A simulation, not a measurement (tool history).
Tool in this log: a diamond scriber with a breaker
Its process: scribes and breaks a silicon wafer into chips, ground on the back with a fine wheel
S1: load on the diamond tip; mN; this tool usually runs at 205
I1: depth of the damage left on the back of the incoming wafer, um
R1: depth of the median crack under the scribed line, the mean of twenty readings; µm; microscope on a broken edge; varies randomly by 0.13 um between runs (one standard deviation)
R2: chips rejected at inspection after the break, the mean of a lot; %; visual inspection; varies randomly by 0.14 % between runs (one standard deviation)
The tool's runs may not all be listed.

run	hour	S1	I1	R1	R2
1	0.0	205	1.58	6.31	11.69
2	16.8	205	2.09	6.18	13.31
3	32.5	205	2.30	6.15	15.02
4	44.1	205	2.50	6.02	15.60
5	53.9	205	2.35	6.26	15.19
6	65.2	205	2.09	6.20	12.81
7	74.5	184	2.68	5.74	26.80
8	84.2	205	2.94	6.26	19.96
9	92.0	248	2.12	7.03	5.21
10	100.6	205	2.19	6.16	14.36
11	112.7	205	1.78	6.17	12.90
12	127.7	185	2.23	5.77	21.86
13	140.1	185	2.55	5.75	25.80
14	154.3	185	2.77	5.61	27.81
15	168.6	205	2.05	6.21	15.53
16	186.3	205	2.71	6.25	18.19
17	200.2	205	2.49	5.98	16.21
18	214.8	218	2.58	6.35	13.88
19	222.5	218	2.50	6.38	11.93
20	231.7	218	1.98	6.30	10.08
21	246.3	182	2.60	5.66	26.30
# hour 248.4: load on the tip recalibrated
22	262.4	264	2.89	7.13	7.52
23	270.5	189	2.14	5.78	20.64
24	278.9	256	2.09	7.19	4.51
25	286.4	183	1.56	5.63	21.64
26	293.9	152	2.20	4.93	42.58
27	310.0	176	2.47	5.48	29.27
28	327.2	205	1.55	6.24	13.47
# hour 336.7: diamond tip replaced by a new one
29	379.4	174	2.48	6.63	11.64
30	393.8	172	2.62	6.17	13.81
31	411.0	205	1.59	7.33	3.20
32	425.7	221	2.81	7.28	6.32
33	434.9	257	1.75	8.03	5.00
34	443.1	205	1.95	6.88	4.44
35	459.9	179	1.87	6.44	10.23
36	475.8	205	2.45	6.82	6.72
37	492.1	205	2.30	7.06	6.40
38	500.5	154	1.97	5.59	23.15
39	512.9	205	2.02	6.77	5.81
40	524.4	224	1.99	7.37	3.80

3 ways to go on from here, each from the tool as it stands after run 40. What would each give?
A	525.1	155	1.99	?	?
B	525.1	162	1.99	?	?
C	525.1	265	1.99	?	?

run	R1	R2
A	5.64	24.39
B	5.83	20.53
C	8.33	4.88
Stripped of hidden state, with their random variation kept, the same runs would have yielded:
run	R1	R2
A	6.20	14.09
B	6.41	11.18
C	9.16	10.42
